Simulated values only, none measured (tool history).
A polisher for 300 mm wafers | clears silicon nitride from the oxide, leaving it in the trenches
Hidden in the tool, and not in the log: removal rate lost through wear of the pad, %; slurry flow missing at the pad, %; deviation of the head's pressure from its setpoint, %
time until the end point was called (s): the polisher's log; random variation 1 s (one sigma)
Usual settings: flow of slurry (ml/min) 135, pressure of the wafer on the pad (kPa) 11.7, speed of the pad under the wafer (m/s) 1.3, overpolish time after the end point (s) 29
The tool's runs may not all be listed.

run    hour  flow of slurry (ml/min)  pressure of the wafer on the pad (kPa)  speed of the pad under the wafer (m/s)  overpolish time after the end point (s)  wafers since the last listed run  wafers polished on this pad  hours since the slurry nozzle was cleaned  hours since the head pressure was calibrated  incoming thickness of the incoming film, nm  time until the end point was called (s)
  1       0                      135                                    11.7                                    1.08                                       29                                 0                          930                                       21.4                                         753.5                                         54.7                                     85.9
       21.8  -- worn pad replaced by a new one
       43.6  -- head pressure recalibrated
  2    64.9                      135                                    11.7                                    1.02                                       29                               280                          195                                       86.3                                          21.3                                         54.2                                     92.2
  3   119.4                      160                                    11.7                                     1.3                                       29                               259                          455                                      140.8                                          75.8                                         55.1                                     70.6
      214.3  -- worn pad replaced by a new one
  4   276.6                      135                                    11.7                                     1.3                                       29                               730                          297                                        298                                           233                                         54.6                                     72.5
  5   328.1                      135                                    11.7                                     1.3                                       29                               245                          542                                      349.5                                         284.5                                         54.3                                     72.7
  6   399.6                      135                                    11.7                                     1.3                                       29                               340                          883                                        421                                           356                                         55.6                                     79.4
      450.7  -- slurry nozzle cleaned
      452.9  -- worn pad replaced by a new one
  7   459.8                      135                                    11.7                                     1.3                                       29                               271                           32                                        9.1                                         416.2                                           54                                     67.9
  8   523.5                      135                                    11.7                                     1.3                                       29                               303                          336                                       72.8                                         479.9                                         54.6                                     70.3
  9   550.5                      135                                    11.7                                     1.3                                       34                               128                          465                                       99.8                                         506.9                                         54.1                                     71.3
 10   586.6                      135                                    10.3                                    1.74                                       29                               172                          637                                      135.9                                           543                                         54.7                                     60.9
 11     623                      155                                    15.9                                    1.16                                       29                               173                          810                                      172.3                                         579.4                                         54.8                                     60.3
 12   692.1                      135                                     9.7                                     1.3                                       38                               329                         1140                                      241.4                                         648.5                                         55.6                                     97.7
      696.6  -- worn pad replaced by a new one
      718.9  -- head pressure recalibrated
 13   752.4                      165                                    11.7                                    1.14                                       29                               258                          256                                      301.7                                          33.5                                         54.5                                     79.3
 14   802.2                      135                                    11.7                                     1.3                                       29                               237                          493                                      351.5                                          83.3                                         54.6                                       74
 15   834.5                      155                                    11.7                                       1                                       29                               153                          647                                      383.8                                         115.6                                         54.7                                     96.8
 16   895.4                      135                                    11.7                                     1.3                                       29                               290                          938                                      444.7                                         176.5                                         54.5                                     82.7
      918.4  -- worn pad replaced by a new one
 17   962.1                      135                                    11.7                                    1.72                                       29                               298                          208                                      511.4                                         243.2                                         55.8                                     56.5
      991.4  -- slurry nozzle cleaned
 18  1016.3                      135                                    11.7                                     1.3                                       29                               253                          461                                       24.9                                         297.4                                         55.1                                     75.2
 19  1074.1                      120                                    11.7                                    1.08                                       29                               275                          737                                       82.7                                         355.2                                           55                                     94.5

5 ways to go on from here, each from the tool as it stands after run 19. What would each give?
  A  1074.6                      135                                    11.7                                     1.3                                       29                                 2                          739                                       83.2                                         355.7                                         55.1                                        ?
  B  1074.6                      125                                    13.1                                    0.86                                       20                                 2                          739                                       83.2                                         355.7                                         55.1                                        ?
  C  1074.6                      135                                    11.7                                     1.3                                       45                                 2                          739                                       83.2                                         355.7                                         55.1                                        ?
  D  1074.6                      160                                    13.8                                    1.66                                       29                                 2                          739                                       83.2                                         355.7                                         55.1                                        ?
  E  1074.6                      120                                    13.8                                    1.46                                       19                                 2                          739                                       83.2                                         355.7                                         55.1                                        ?

run  time until the end point was called (s)
  A                                     79.1
  B                                    108.8
  C                                     79.1
  D                                       51
  E                                     61.5
Without the tool's hidden state the same runs would have given:
run  time until the end point was called (s)
  A                                     74.9
  B                                      103
  C                                     74.9
  D                                     48.3
  E                                     58.2

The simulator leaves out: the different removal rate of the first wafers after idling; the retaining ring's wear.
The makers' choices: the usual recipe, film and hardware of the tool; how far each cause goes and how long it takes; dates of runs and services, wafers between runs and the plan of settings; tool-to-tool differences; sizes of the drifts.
